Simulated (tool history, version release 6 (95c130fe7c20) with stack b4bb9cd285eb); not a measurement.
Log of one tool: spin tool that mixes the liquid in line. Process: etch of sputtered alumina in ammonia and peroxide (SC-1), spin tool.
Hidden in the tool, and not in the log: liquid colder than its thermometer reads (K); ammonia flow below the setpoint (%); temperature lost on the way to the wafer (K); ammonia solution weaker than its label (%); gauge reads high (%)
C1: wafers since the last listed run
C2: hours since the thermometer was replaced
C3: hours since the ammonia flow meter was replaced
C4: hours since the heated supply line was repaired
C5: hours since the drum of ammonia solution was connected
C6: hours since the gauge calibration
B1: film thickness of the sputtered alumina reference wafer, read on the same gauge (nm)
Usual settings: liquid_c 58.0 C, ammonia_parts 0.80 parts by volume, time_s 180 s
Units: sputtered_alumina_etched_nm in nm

Run 1, hour 0.0: usual settings; C1 0; C2 568.2; C3 1019.0; C4 2733.2; C5 651.2; C6 298.9; B1 90.00. Result: sputtered_alumina_etched_nm 16.41 nm.
Run 2, hour 7.0: usual settings but ammonia_parts 0.50 parts by volume; C1 45; C2 575.2; C3 1026.0; C4 2740.2; C5 658.2; C6 305.9; B1 90.00. Result: sputtered_alumina_etched_nm 15.76 nm.
Run 3, hour 18.2: usual settings but ammonia_parts 0.50 parts by volume; C1 73; C2 586.4; C3 1037.2; C4 2751.4; C5 669.4; C6 317.1; B1 90.01. Result: sputtered_alumina_etched_nm 15.75 nm.
Run 4, hour 25.8: usual settings but time_s 255 s; C1 49; C2 594.0; C3 1044.8; C4 2759.0; C5 677.0; C6 324.7; B1 89.99. Result: sputtered_alumina_etched_nm 23.25 nm.
Run 5, hour 35.8: usual settings but time_s 255 s; C1 65; C2 604.0; C3 1054.8; C4 2769.0; C5 687.0; C6 334.7; B1 90.00. Result: sputtered_alumina_etched_nm 23.17 nm.
Run 6, hour 49.5: usual settings but time_s 255 s; C1 89; C2 617.7; C3 1068.5; C4 2782.7; C5 700.7; C6 348.4; B1 90.00. Result: sputtered_alumina_etched_nm 23.00 nm.
Run 7, hour 97.2: usual settings; C1 312; C2 665.4; C3 1116.2; C4 2830.4; C5 748.4; C6 396.1; B1 89.99. Result: sputtered_alumina_etched_nm 16.33 nm.
Run 8, hour 107.0: usual settings but liquid_c 62.0 C; C1 64; C2 675.2; C3 1126.0; C4 2840.2; C5 758.2; C6 405.9; B1 89.99. Result: sputtered_alumina_etched_nm 20.01 nm.
At hour 115.9: new drum of ammonia solution connected.
At hour 141.5: gauge calibrated.
At hour 146.8: heated supply line repaired.
At hour 151.5: thermometer replaced.
At hour 156.5: ammonia flow meter replaced.
Run 9, hour 159.1: usual settings; C1 315; C2 7.6; C3 2.6; C4 12.3; C5 43.2; C6 17.6; B1 90.01. Result: sputtered_alumina_etched_nm 15.41 nm.
Run 10, hour 165.9: usual settings but ammonia_parts 0.65 parts by volume; C1 44; C2 14.4; C3 9.4; C4 19.1; C5 50.0; C6 24.4; B1 90.00. Result: sputtered_alumina_etched_nm 15.02 nm.
Run 11, hour 173.5: usual settings but ammonia_parts 0.65 parts by volume; C1 49; C2 22.0; C3 17.0; C4 26.7; C5 57.6; C6 32.0; B1 89.99. Result: sputtered_alumina_etched_nm 15.01 nm.
Run 12, hour 190.7: usual settings but ammonia_parts 0.65 parts by volume; C1 112; C2 39.2; C3 34.2; C4 43.9; C5 74.8; C6 49.2; B1 89.99. Result: sputtered_alumina_etched_nm 14.95 nm.
Run 13, hour 202.0: usual settings but time_s 255 s; C1 74; C2 50.5; C3 45.5; C4 55.2; C5 86.1; C6 60.5; B1 90.01. Result: sputtered_alumina_etched_nm 21.62 nm.
Run 14, hour 210.0: usual settings; C1 52; C2 58.5; C3 53.5; C4 63.2; C5 94.1; C6 68.5; B1 90.01. Result: sputtered_alumina_etched_nm 15.28 nm.
Run 15, hour 227.7: usual settings but liquid_c 62.0 C, time_s 140 s; C1 115; C2 76.2; C3 71.2; C4 80.9; C5 111.8; C6 86.2; B1 89.97. Result: sputtered_alumina_etched_nm 14.61 nm.
At hour 236.1: thermometer replaced, repeated, since the last time left the tool worse.
Run 16, hour 243.8: usual settings but ammonia_parts 1.10 parts by volume, time_s 100 s; C1 98; C2 7.7; C3 87.3; C4 97.0; C5 127.9; C6 102.3; B1 90.00. Result: sputtered_alumina_etched_nm 9.85 nm.
Run 17, hour 254.1: usual settings but liquid_c 61.5 C, time_s 80 s; C1 67; C2 18.0; C3 97.6; C4 107.3; C5 138.2; C6 112.6; B1 90.02. Result: sputtered_alumina_etched_nm 9.13 nm.
Run 18, hour 263.0: usual settings but liquid_c 51.5 C, ammonia_parts 0.50 parts by volume, time_s 225 s; C1 58; C2 26.9; C3 106.5; C4 116.2; C5 147.1; C6 121.5; B1 90.02. Result: sputtered_alumina_etched_nm 14.51 nm.
Run 19, hour 271.1: usual settings but liquid_c 65.5 C, ammonia_parts 0.65 parts by volume, time_s 130 s; C1 53; C2 35.0; C3 114.6; C4 124.3; C5 155.2; C6 129.6; B1 90.00. Result: sputtered_alumina_etched_nm 17.85 nm.
Run 20, hour 286.6: usual settings but liquid_c 53.5 C; C1 101; C2 50.5; C3 130.1; C4 139.8; C5 170.7; C6 145.1; B1 89.99. Result: sputtered_alumina_etched_nm 13.49 nm.
Run 21, hour 301.5: usual settings but liquid_c 50.0 C, ammonia_parts 0.55 parts by volume, time_s 245 s; C1 97; C2 65.4; C3 145.0; C4 154.7; C5 185.6; C6 160.0; B1 90.00. Result: sputtered_alumina_etched_nm 14.51 nm.
Run 22, hour 311.9: usual settings but ammonia_parts 1.20 parts by volume; C1 68; C2 75.8; C3 155.4; C4 165.1; C5 196.0; C6 170.4; B1 90.01. Result: sputtered_alumina_etched_nm 17.88 nm.
Run 23, hour 319.7: usual settings but ammonia_parts 1.05 parts by volume; C1 51; C2 83.6; C3 163.2; C4 172.9; C5 203.8; C6 178.2; B1 90.00. Result: sputtered_alumina_etched_nm 17.39 nm.
Run 24, hour 327.4: usual settings; C1 50; C2 91.3; C3 170.9; C4 180.6; C5 211.5; C6 185.9; B1 90.01. Result: sputtered_alumina_etched_nm 17.07 nm.
Run 25, hour 340.4: usual settings but liquid_c 50.5 C, ammonia_parts 1.10 parts by volume; C1 85; C2 104.3; C3 183.9; C4 193.6; C5 224.5; C6 198.9; B1 89.99. Result: sputtered_alumina_etched_nm 11.70 nm.
Run 26, hour 352.1: usual settings but liquid_c 52.0 C, ammonia_parts 1.00 parts by volume, time_s 150 s; C1 76; C2 116.0; C3 195.6; C4 205.3; C5 236.2; C6 210.6; B1 89.99. Result: sputtered_alumina_etched_nm 10.54 nm.

Measured less the same run without the tool's hidden state. The same run-to-run variation is in both; the gauge's scatter may not be:
run  sputtered_alumina_etched_nm
  1                        -0.92
  2                        -0.90
  3                        -0.91
  4                        -1.36
  5                        -1.38
  6                        -1.40
  7                        -1.07
  8                        -1.31
  9                        -2.00
 10                        -1.97
 11                        -1.98
 12                        -2.00
 13                        -2.92
 14                        -2.06
 15                        -1.96
 16                        -0.11
 17                        -0.11
 18                        -0.19
 19                        -0.22
 20                        -0.20
 21                        -0.25
 22                        -0.31
 23                        -0.31
 24                        -0.31
 25                        -0.24
 26                        -0.23

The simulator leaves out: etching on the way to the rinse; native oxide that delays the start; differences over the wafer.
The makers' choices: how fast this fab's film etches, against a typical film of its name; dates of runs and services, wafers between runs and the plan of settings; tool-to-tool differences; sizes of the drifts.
